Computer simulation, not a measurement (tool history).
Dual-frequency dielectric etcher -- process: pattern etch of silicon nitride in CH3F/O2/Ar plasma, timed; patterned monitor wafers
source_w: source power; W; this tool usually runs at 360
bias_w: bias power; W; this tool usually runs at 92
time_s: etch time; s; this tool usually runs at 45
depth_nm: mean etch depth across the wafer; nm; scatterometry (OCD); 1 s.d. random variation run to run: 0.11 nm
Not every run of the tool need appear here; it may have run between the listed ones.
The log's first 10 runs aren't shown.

| run | hour | source_w | bias_w | time_s | wafers since the last listed run | hours since the last wet clean | hours since the last source power generator calibration | hours since the last bias power generator calibration | hours since the last upper electrode change | hours since the gauge calibration | read-back reference wafer on the same gauge, depth_nm | depth_nm |
|---|---|---|---|---|---|---|---|---|---|---|---|---|
| 11 | 146.3 | 360 | 92 | 45 | 89 | 61.5 | 44.4 | 4157.8 | 2628 | 542.1 | 30.53 | 31.65 |
| 12 | 158.1 | 360 | 92 | 45 | 121 | 73.3 | 56.2 | 4169.6 | 2639.8 | 553.9 | 30.53 | 31.47 |
| 13 | 171.5 | 360 | 92 | 45 | 138 | 86.7 | 69.6 | 4183 | 2653.2 | 567.3 | 30.52 | 31.4 |
|  | 185.4 | gauge calibrated |
|  | 195.1 | bias power generator calibrated |
|  | 210.2 | upper electrode replaced, of another model than before |
| 14 | 210.7 | 360 | 104 | 45 | 207 | 125.9 | 108.8 | 15.6 | 0.5 | 25.3 | 30.53 | 32.1 |
| 15 | 211.1 | 360 | 83 | 45 | 4 | 126.3 | 109.2 | 16 | 0.9 | 25.7 | 30.51 | 30.78 |
| 16 | 211.4 | 360 | 92 | 41 | 3 | 126.6 | 109.5 | 16.3 | 1.2 | 26 | 30.51 | 28.68 |
| 17 | 229.4 | 360 | 80 | 45 | 185 | 144.6 | 127.5 | 34.3 | 19.2 | 44 | 30.51 | 30.67 |
| 18 | 238.7 | 360 | 100 | 45 | 96 | 153.9 | 136.8 | 43.6 | 28.5 | 53.3 | 30.47 | 31.87 |

What does the tool deliver on the next run?
| 19 | 251.7 | 360 | 108 | 45 | 134 | 166.9 | 149.8 | 56.6 | 41.5 | 66.3 | ? | ? |

{"run 19": {"read-back reference wafer on the same gauge, depth_nm": 30.47, "depth_nm": 32.41}}
With the hidden condition absent and the run-to-run variation left alone, this run would have shown depth_nm 32.45 nm.
